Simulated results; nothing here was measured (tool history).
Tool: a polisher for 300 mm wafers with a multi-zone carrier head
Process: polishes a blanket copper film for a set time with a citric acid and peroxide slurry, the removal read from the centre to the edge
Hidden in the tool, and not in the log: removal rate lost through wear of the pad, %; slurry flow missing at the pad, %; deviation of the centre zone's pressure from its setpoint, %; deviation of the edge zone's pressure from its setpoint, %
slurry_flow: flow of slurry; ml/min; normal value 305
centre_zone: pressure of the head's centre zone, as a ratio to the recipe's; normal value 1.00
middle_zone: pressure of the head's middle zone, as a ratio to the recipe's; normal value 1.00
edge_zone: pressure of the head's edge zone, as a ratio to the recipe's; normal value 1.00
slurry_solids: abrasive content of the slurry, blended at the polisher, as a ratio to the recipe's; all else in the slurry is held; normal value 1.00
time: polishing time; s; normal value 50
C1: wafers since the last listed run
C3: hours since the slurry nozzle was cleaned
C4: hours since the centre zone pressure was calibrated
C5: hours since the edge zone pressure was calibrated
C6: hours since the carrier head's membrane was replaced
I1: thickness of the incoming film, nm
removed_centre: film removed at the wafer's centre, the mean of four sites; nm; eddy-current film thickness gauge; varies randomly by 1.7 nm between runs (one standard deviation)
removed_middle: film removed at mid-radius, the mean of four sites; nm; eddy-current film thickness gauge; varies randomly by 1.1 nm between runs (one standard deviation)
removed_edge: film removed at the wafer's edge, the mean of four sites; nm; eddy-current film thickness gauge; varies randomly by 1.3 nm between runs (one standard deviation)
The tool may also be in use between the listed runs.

run 1 hour=0.0 | slurry_flow=305 centre_zone=1.00 middle_zone=1.00 edge_zone=1.00 slurry_solids=1.00 time=50 | C1=0 wafers_polished_on_this_pad=379 C3=19.2 C4=224.8 C5=425.6 C6=139.4 | I1=865.5 | removed_centre=148.4 removed_middle=137.3 removed_edge=138.8
-- hour=22.4 edge zone pressure recalibrated
run 2 hour=26.7 | slurry_flow=210 centre_zone=1.00 middle_zone=1.07 edge_zone=1.00 slurry_solids=1.10 time=63 | C1=302 wafers_polished_on_this_pad=681 C3=45.9 C4=251.5 C5=4.3 C6=166.1 | I1=842.5 | removed_centre=181.1 removed_middle=177.0 removed_edge=173.2
run 3 hour=38.7 | slurry_flow=380 centre_zone=1.05 middle_zone=1.00 edge_zone=1.00 slurry_solids=1.00 time=50 | C1=146 wafers_polished_on_this_pad=828 C3=57.9 C4=263.5 C5=16.3 C6=178.1 | I1=862.6 | removed_centre=161.5 removed_middle=138.2 removed_edge=139.6
run 4 hour=58.7 | slurry_flow=215 centre_zone=1.00 middle_zone=1.00 edge_zone=0.97 slurry_solids=1.00 time=50 | C1=244 wafers_polished_on_this_pad=1073 C3=77.9 C4=283.5 C5=36.3 C6=198.1 | I1=854.8 | removed_centre=140.6 removed_middle=130.2 removed_edge=131.4
run 5 hour=85.3 | slurry_flow=305 centre_zone=1.00 middle_zone=1.00 edge_zone=1.00 slurry_solids=1.00 time=65 | C1=325 wafers_polished_on_this_pad=1399 C3=104.5 C4=310.1 C5=62.9 C6=224.7 | I1=859.3 | removed_centre=192.1 removed_middle=177.7 removed_edge=178.1
-- hour=116.6 centre zone pressure recalibrated
run 6 hour=118.7 | slurry_flow=305 centre_zone=1.00 middle_zone=1.00 edge_zone=1.00 slurry_solids=1.20 time=50 | C1=384 wafers_polished_on_this_pad=1783 C3=137.9 C4=2.1 C5=96.3 C6=258.1 | I1=862.9 | removed_centre=143.8 removed_middle=144.4 removed_edge=145.9
-- hour=152.8 worn pad replaced by a new one, of another model than before
run 7 hour=153.3 | slurry_flow=305 centre_zone=1.00 middle_zone=1.00 edge_zone=1.00 slurry_solids=1.00 time=50 | C1=374 wafers_polished_on_this_pad=6 C3=172.5 C4=36.7 C5=130.9 C6=292.7 | I1=846.8 | removed_centre=143.4 removed_middle=135.8 removed_edge=137.4
run 8 hour=177.4 | slurry_flow=305 centre_zone=1.00 middle_zone=1.00 edge_zone=1.00 slurry_solids=1.25 time=50 | C1=295 wafers_polished_on_this_pad=301 C3=196.6 C4=60.8 C5=155.0 C6=316.8 | I1=872.2 | removed_centre=151.8 removed_middle=144.9 removed_edge=147.4
run 9 hour=211.4 | slurry_flow=405 centre_zone=1.00 middle_zone=1.00 edge_zone=1.00 slurry_solids=1.00 time=43 | C1=416 wafers_polished_on_this_pad=717 C3=230.6 C4=94.8 C5=189.0 C6=350.8 | I1=869.0 | removed_centre=131.4 removed_middle=121.9 removed_edge=121.9
run 10 hour=246.2 | slurry_flow=355 centre_zone=1.09 middle_zone=1.00 edge_zone=1.07 slurry_solids=1.00 time=34 | C1=426 wafers_polished_on_this_pad=1143 C3=265.4 C4=129.6 C5=223.8 C6=385.6 | I1=864.9 | removed_centre=112.1 removed_middle=95.3 removed_edge=99.2
run 11 hour=268.0 | slurry_flow=305 centre_zone=0.96 middle_zone=1.00 edge_zone=1.00 slurry_solids=1.00 time=50 | C1=266 wafers_polished_on_this_pad=1410 C3=287.2 C4=151.4 C5=245.6 C6=407.4 | I1=865.8 | removed_centre=142.9 removed_middle=135.6 removed_edge=138.2
run 12 hour=293.8 | slurry_flow=305 centre_zone=0.88 middle_zone=1.00 edge_zone=1.00 slurry_solids=1.30 time=50 | C1=315 wafers_polished_on_this_pad=1726 C3=313.0 C4=177.2 C5=271.4 C6=433.2 | I1=865.5 | removed_centre=140.9 removed_middle=148.2 removed_edge=150.0
run 13 hour=313.2 | slurry_flow=305 centre_zone=0.90 middle_zone=0.91 edge_zone=1.00 slurry_solids=0.80 time=42 | C1=237 wafers_polished_on_this_pad=1964 C3=332.4 C4=196.6 C5=290.8 C6=452.6 | I1=868.8 | removed_centre=104.3 removed_middle=99.2 removed_edge=108.3
run 14 hour=342.5 | slurry_flow=305 centre_zone=1.00 middle_zone=1.00 edge_zone=1.09 slurry_solids=1.10 time=50 | C1=358 wafers_polished_on_this_pad=2323 C3=361.7 C4=225.9 C5=320.1 C6=481.9 | I1=858.5 | removed_centre=152.3 removed_middle=138.3 removed_edge=148.4
run 15 hour=356.9 | slurry_flow=350 centre_zone=1.07 middle_zone=1.05 edge_zone=0.96 slurry_solids=1.00 time=50 | C1=176 wafers_polished_on_this_pad=2499 C3=376.1 C4=240.3 C5=334.5 C6=496.3 | I1=869.5 | removed_centre=163.8 removed_middle=145.5 removed_edge=136.5
run 16 hour=379.6 | slurry_flow=305 centre_zone=1.00 middle_zone=1.00 edge_zone=1.00 slurry_solids=1.00 time=50 | C1=277 wafers_polished_on_this_pad=2777 C3=398.8 C4=263.0 C5=357.2 C6=519.0 | I1=856.2 | removed_centre=149.8 removed_middle=138.2 removed_edge=134.7

Estimate the outcome of run 17 from the log above:
-- hour=383.9 worn pad replaced by a new one
run 17 hour=405.9 | slurry_flow=305 centre_zone=1.00 middle_zone=1.00 edge_zone=1.08 slurry_solids=1.00 time=50 | C1=273 wafers_polished_on_this_pad=269 C3=425.1 C4=289.3 C5=383.5 C6=545.3 | I1=868.8 | removed_centre=? removed_middle=? removed_edge=?

removed_centre: 147.3 nm
removed_middle: 136.1 nm
removed_edge: 142.9 nm
With no hidden state in the tool, this same run would have given removed_centre 133.4 nm, removed_middle 136.2 nm, removed_edge 142.9 nm.
